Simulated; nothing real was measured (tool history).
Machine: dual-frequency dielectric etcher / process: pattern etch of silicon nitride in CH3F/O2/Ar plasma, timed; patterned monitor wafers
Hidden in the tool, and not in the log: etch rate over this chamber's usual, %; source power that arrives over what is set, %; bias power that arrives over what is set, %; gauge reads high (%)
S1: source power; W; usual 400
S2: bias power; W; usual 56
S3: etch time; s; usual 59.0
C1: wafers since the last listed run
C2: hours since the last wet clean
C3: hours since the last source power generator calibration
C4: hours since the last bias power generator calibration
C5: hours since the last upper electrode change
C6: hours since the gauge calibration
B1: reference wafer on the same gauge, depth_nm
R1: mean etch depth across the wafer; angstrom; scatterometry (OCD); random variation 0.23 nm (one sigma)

run     day   S1  S2    S3   C1     C2      C3      C4      C5     C6     B1     R1
  1   0.000  400  56  59.0    0  223.7  4539.5  2176.3  2405.1   45.0  32.40  366.6
  2   1.100  400  56  59.0  265  250.1  4565.9  2202.7  2431.5   71.4  32.38  370.1
  3   2.417  400  56  59.0  317  281.7  4597.5  2234.3  2463.1  103.0  32.35  369.6
  4   3.883  350  56  59.0  353  316.9  4632.7  2269.5  2498.3  138.2  32.38  348.8
  5   5.354  350  56  59.0  354  352.2  4668.0  2304.8  2533.6  173.5  32.39  345.4
  6   6.004  400  56  59.0  156  367.8  4683.6  2320.4  2549.2  189.1  32.43  373.4
  7   7.000  400  56  59.0  240  391.7  4707.5  2344.3  2573.1  213.0  32.40  368.5
  8   8.254  400  56  59.0  302  421.8  4737.6  2374.4  2603.2  243.1  32.43  371.3
  9   9.662  400  56  45.5  339  455.6  4771.4  2408.2  2637.0  276.9  32.40  284.4
 10  10.421  400  56  45.5  182  473.8  4789.6  2426.4  2655.2  295.1  32.43  285.9
 11  11.183  400  56  45.5  183  492.1  4807.9  2444.7  2673.5  313.4  32.36  284.1
 12  12.450  400  56  59.0  305  522.5  4838.3  2475.1  2703.9  343.8  32.40  369.3
     13.058  -- source power generator calibrated
 13  13.767  400  56  59.0  277  554.1    17.0  2506.7  2735.5  375.4  32.35  369.5
 14  15.033  400  56  59.0  305  584.5    47.4  2537.1  2765.9  405.8  32.36  370.3
 15  16.296  480  65  74.0  304  614.8    77.7  2567.4  2796.2  436.1  32.44  540.2
     17.862  -- bias power generator calibrated
     18.212  -- wet clean of the chamber
 16  18.233  360  56  59.0  343    0.5   124.2     8.9  2842.7  482.6  32.44  348.9
 17  18.412  470  56  59.0   43    4.8   128.5    13.2  2847.0  486.9  32.42  405.4
     19.508  -- upper electrode replaced
 18  19.529  400  56  59.0   28   31.6   155.3    40.0     0.5  513.7  32.39  371.8
 19  20.058  400  56  59.0  127   44.3   168.0    52.7    13.2  526.4  32.35  369.6
 20  21.117  480  64  59.0  255   69.7   193.4    78.1    38.6  551.8  32.39  428.3
     21.975  -- gauge calibrated
 21  22.554  450  56  59.0  346  104.2   227.9   112.6    73.1   13.9  32.42  396.2
 22  23.671  320  48  59.0  269  131.0   254.7   139.4    99.9   40.7  32.36  311.6
 23  25.029  430  51  67.5  327  163.6   287.3   172.0   132.5   73.3  32.40  431.2
 24  25.888  310  51  71.5  206  184.2   307.9   192.6   153.1   93.9  32.42  374.0
 25  28.533  400  56  59.0  637  247.7   371.4   256.1   216.6  157.4  32.37  371.4
 26  29.533  360  56  66.0  241  271.7   395.4   280.1   240.6  181.4  32.41  389.3
 27  30.846  430  69  53.5  316  303.2   426.9   311.6   272.1  212.9  32.39  378.2

Consider 3 possible next runs. They are alternatives, not a sequence: every one starts from the tool as it was left by run 27. What does each give?
  A  30.862  400  56  70.5   4  303.6  427.3  312.0  272.5  213.3   ?   ?
  B  30.862  400  56  68.5   4  303.6  427.3  312.0  272.5  213.3   ?   ?
  C  30.862  460  56  59.0   4  303.6  427.3  312.0  272.5  213.3   ?   ?

run     B1     R1
  A  32.37  443.8
  B  32.37  431.3
  C  32.37  400.5
Without the tool's unlogged condition, the same runs would have read:
run     R1
  A  443.8
  B  431.3
  C  400.5
